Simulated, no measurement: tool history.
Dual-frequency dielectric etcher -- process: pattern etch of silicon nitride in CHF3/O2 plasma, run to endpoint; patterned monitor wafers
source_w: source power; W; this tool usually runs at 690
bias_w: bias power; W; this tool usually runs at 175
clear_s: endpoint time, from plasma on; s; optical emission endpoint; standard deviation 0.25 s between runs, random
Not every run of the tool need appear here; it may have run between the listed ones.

run,hour,source_w,bias_w,wafers since the last listed run,hours since the last wet clean,hours since the last source power generator calibration,hours since the last bias power generator calibration,hours since the last upper electrode change,"incoming incoming film thickness, nm",clear_s
1,0.0,690,196,0,496.9,4120.0,4246.0,4206.2,88.1,55.4
2,7.7,690,175,93,504.6,4127.7,4253.7,4213.9,88.7,57.7
3,15.3,690,148,92,512.2,4135.3,4261.3,4221.5,87.5,60.6
4,26.6,690,148,136,523.5,4146.6,4272.6,4232.8,87.9,60.9
5,42.6,690,148,193,539.5,4162.6,4288.6,4248.8,88.4,60.8
6,60.4,690,175,215,557.3,4180.4,4306.4,4266.6,87.1,56.7
7,73.8,690,175,162,570.7,4193.8,4319.8,4280.0,87.0,56.6
8,84.7,690,175,131,581.6,4204.7,4330.7,4290.9,87.6,57.3
# hour 93.2: bias power generator calibrated
9,110.2,690,175,260,607.1,4230.2,17.0,4316.4,87.0,57.5
10,117.7,690,175,90,614.6,4237.7,24.5,4323.9,87.2,57.4
11,134.7,690,175,205,631.6,4254.7,41.5,4340.9,87.1,57.4
12,142.2,690,175,90,639.1,4262.2,49.0,4348.4,88.1,58.5
13,148.5,640,175,76,645.4,4268.5,55.3,4354.7,87.3,59.4
# hour 166.1: source power generator calibrated
# hour 187.5: wet clean of the chamber
# hour 197.5: upper electrode replaced
14,198.0,690,175,170,10.5,31.9,104.8,0.5,87.3,54.8
15,198.4,800,175,4,10.9,32.3,105.2,0.9,87.5,52.3
16,198.7,690,175,3,11.2,32.6,105.5,1.2,86.9,54.7
17,199.0,800,155,3,11.5,32.9,105.8,1.5,88.1,55.0

Run 18 comes next. What will it give?
18,199.4,690,210,4,11.9,33.3,106.2,1.9,87.4,?

clear_s: 52.2 s
Minus the tool's unlogged condition, the same run would have read clear_s 52.4 s.

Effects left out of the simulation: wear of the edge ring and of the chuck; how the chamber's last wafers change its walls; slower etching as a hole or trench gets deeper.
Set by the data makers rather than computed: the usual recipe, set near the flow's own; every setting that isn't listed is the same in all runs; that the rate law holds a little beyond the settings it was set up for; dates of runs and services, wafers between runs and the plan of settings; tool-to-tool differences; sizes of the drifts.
